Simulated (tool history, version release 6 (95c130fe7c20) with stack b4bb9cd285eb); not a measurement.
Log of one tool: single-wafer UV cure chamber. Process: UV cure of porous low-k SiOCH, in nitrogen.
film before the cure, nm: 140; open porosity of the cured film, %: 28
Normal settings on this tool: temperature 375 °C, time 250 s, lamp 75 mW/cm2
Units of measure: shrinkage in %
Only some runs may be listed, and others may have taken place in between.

| run | hour | temperature | time | lamp | wafers since the last listed run | hours since the UV bulbs were replaced | wafers since the quartz window was cleaned | shrinkage |
|---|---|---|---|---|---|---|---|---|
| 1 | 0.0 | 375 | 250 | 75 | 0 | 781.6 | 2708 | 12.280 |
| 2 | 39.9 | 375 | 250 | 75 | 175 | 821.5 | 2883 | 12.395 |
| 3 | 88.1 | 375 | 250 | 75 | 211 | 869.7 | 3094 | 12.352 |
| 4 | 142.3 | 375 | 250 | 66 | 237 | 923.9 | 3332 | 11.486 |
| 5 | 209.1 | 375 | 250 | 66 | 293 | 990.7 | 3625 | 11.776 |
| 6 | 263.3 | 375 | 250 | 66 | 237 | 1044.9 | 3863 | 11.430 |
| 7 | 334.1 | 375 | 250 | 84 | 310 | 1115.7 | 4173 | 12.630 |
| 8 | 369.6 | 375 | 250 | 84 | 155 | 1151.2 | 4329 | 12.403 |
| 9 | 405.6 | 375 | 250 | 75 | 157 | 1187.2 | 4487 | 11.598 |
| 10 | 436.5 | 355 | 110 | 107 | 135 | 1218.1 | 4622 | 9.097 |
|  | 451.8 | quartz window cleaned |
| 11 | 477.3 | 375 | 190 | 62 | 143 | 1258.9 | 111 | 9.342 |
| 12 | 513.0 | 369 | 170 | 107 | 156 | 1294.6 | 268 | 11.298 |
|  | 527.9 | UV bulbs replaced |
| 13 | 570.0 | 390 | 315 | 94 | 214 | 42.1 | 483 | 15.446 |
| 14 | 621.7 | 375 | 250 | 84 | 226 | 93.8 | 710 | 13.772 |
| 15 | 664.7 | 388 | 250 | 75 | 188 | 136.8 | 898 | 13.454 |
| 16 | 717.2 | 375 | 325 | 75 | 230 | 189.3 | 1129 | 14.768 |

Forecast each of these 3 alternatives for the next run:
| A | 717.7 | 375 | 250 | 75 | 2 | 189.8 | 1131 | ? |
| B | 717.7 | 375 | 400 | 75 | 2 | 189.8 | 1131 | ? |
| C | 717.7 | 365 | 250 | 75 | 2 | 189.8 | 1131 | ? |

| run | shrinkage |
|---|---|
| A | 13.247 |
| B | 15.715 |
| C | 13.032 |
Take away the tool's hidden state, keep each run's random variation, and the runs would have read:
| run | shrinkage |
|---|---|
| A | 13.395 |
| B | 15.869 |
| C | 13.179 |
